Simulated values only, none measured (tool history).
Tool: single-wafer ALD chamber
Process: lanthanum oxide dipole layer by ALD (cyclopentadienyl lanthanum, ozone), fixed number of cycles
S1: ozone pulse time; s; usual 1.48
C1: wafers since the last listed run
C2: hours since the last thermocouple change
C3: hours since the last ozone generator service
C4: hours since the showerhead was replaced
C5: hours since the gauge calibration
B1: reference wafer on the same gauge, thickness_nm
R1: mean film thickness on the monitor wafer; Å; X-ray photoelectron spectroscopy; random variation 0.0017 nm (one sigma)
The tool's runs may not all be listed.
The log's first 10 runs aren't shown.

At hour 462.5: ozone generator serviced.
Run 11, hour 463.0: usual settings but S1 1.74 s; C1 657; C2 2783.1; C3 0.5; C4 8398.4; C5 958.8; B1 0.561. Result: R1 5.59 Å.
Run 12, hour 511.1: usual settings; C1 819; C2 2831.2; C3 48.6; C4 8446.5; C5 1006.9; B1 0.561. Result: R1 5.27 Å.
At hour 525.8: thermocouple changed; heater temperature recalibrated.
At hour 535.6: gauge calibrated.
Run 13, hour 576.6: usual settings; C1 979; C2 50.8; C3 114.1; C4 8512.0; C5 41.0; B1 0.561. Result: R1 5.26 Å.
Run 14, hour 637.8: usual settings; C1 1042; C2 112.0; C3 175.3; C4 8573.2; C5 102.2; B1 0.561. Result: R1 5.22 Å.
At hour 653.1: showerhead replaced.
Run 15, hour 669.8: usual settings but S1 1.72 s; C1 408; C2 144.0; C3 207.3; C4 16.7; C5 134.2; B1 0.561. Result: R1 5.51 Å.
At hour 704.5: ozone generator serviced, repeated, since the last time left the tool worse.
Run 16, hour 735.0: usual settings but S1 1.29 s; C1 973; C2 209.2; C3 30.5; C4 81.9; C5 199.4; B1 0.561. Result: R1 5.26 Å.
Run 17, hour 803.5: usual settings but S1 1.75 s; C1 1166; C2 277.7; C3 99.0; C4 150.4; C5 267.9; B1 0.561. Result: R1 5.73 Å.
Run 18, hour 831.2: usual settings but S1 1.78 s; C1 471; C2 305.4; C3 126.7; C4 178.1; C5 295.6; B1 0.561. Result: R1 5.72 Å.
Run 19, hour 866.3: usual settings but S1 1.01 s; C1 597; C2 340.5; C3 161.8; C4 213.2; C5 330.7; B1 0.561. Result: R1 4.24 Å.
Run 20, hour 900.5: usual settings but S1 1.80 s; C1 582; C2 374.7; C3 196.0; C4 247.4; C5 364.9; B1 0.561. Result: R1 5.75 Å.
Run 21, hour 955.0: usual settings; C1 927; C2 429.2; C3 250.5; C4 301.9; C5 419.4; B1 0.561. Result: R1 5.51 Å.
Run 22, hour 1016.4: usual settings but S1 1.82 s; C1 1045; C2 490.6; C3 311.9; C4 363.3; C5 480.8; B1 0.561. Result: R1 5.73 Å.
Run 23, hour 1060.6: usual settings but S1 1.89 s; C1 752; C2 534.8; C3 356.1; C4 407.5; C5 525.0; B1 0.560. Result: R1 5.73 Å.
Run 24, hour 1095.1: usual settings; C1 587; C2 569.3; C3 390.6; C4 442.0; C5 559.5; B1 0.561. Result: R1 5.46 Å.
Run 25, hour 1172.6: usual settings but S1 0.99 s; C1 1319; C2 646.8; C3 468.1; C4 519.5; C5 637.0; B1 0.561. Result: R1 4.03 Å.
Run 26, hour 1211.4: usual settings but S1 1.21 s; C1 660; C2 685.6; C3 506.9; C4 558.3; C5 675.8; B1 0.560. Result: R1 4.92 Å.
Run 27, hour 1274.4: usual settings but S1 2.00 s; C1 1072; C2 748.6; C3 569.9; C4 621.3; C5 738.8; B1 0.560. Result: R1 5.78 Å.
Run 28, hour 1313.3: usual settings but S1 1.74 s; C1 662; C2 787.5; C3 608.8; C4 660.2; C5 777.7; B1 0.561. Result: R1 5.67 Å.
Run 29, hour 1341.8: usual settings; C1 485; C2 816.0; C3 637.3; C4 688.7; C5 806.2; B1 0.561. Result: R1 5.41 Å.
At hour 1354.8: gauge calibrated.
Run 30, hour 1378.5: usual settings but S1 1.19 s; C1 624; C2 852.7; C3 674.0; C4 725.4; C5 23.7; B1 0.561. Result: R1 4.85 Å.
Run 31, hour 1427.9: usual settings but S1 1.73 s; C1 841; C2 902.1; C3 723.4; C4 774.8; C5 73.1; B1 0.561. Result: R1 5.66 Å.

4 ways to go on from here, each from the tool as it stands after run 31. What would each give?
Run A, hour 1428.3: usual settings; C1 6; C2 902.5; C3 723.8; C4 775.2; C5 73.5; B1 ?. Result: R1 ?.
Run B, hour 1428.3: usual settings but S1 1.07 s; C1 6; C2 902.5; C3 723.8; C4 775.2; C5 73.5; B1 ?. Result: R1 ?.
Run C, hour 1428.3: usual settings but S1 0.94 s; C1 6; C2 902.5; C3 723.8; C4 775.2; C5 73.5; B1 ?. Result: R1 ?.
Run D, hour 1428.3: usual settings but S1 1.95 s; C1 6; C2 902.5; C3 723.8; C4 775.2; C5 73.5; B1 ?. Result: R1 ?.

run     B1    R1
  A  0.561  5.41
  B  0.561  4.37
  C  0.561  3.67
  D  0.561  5.73
Without the tool's hidden state the same runs would have given:
run    R1
  A  5.54
  B  4.62
  C  3.94
  D  5.78

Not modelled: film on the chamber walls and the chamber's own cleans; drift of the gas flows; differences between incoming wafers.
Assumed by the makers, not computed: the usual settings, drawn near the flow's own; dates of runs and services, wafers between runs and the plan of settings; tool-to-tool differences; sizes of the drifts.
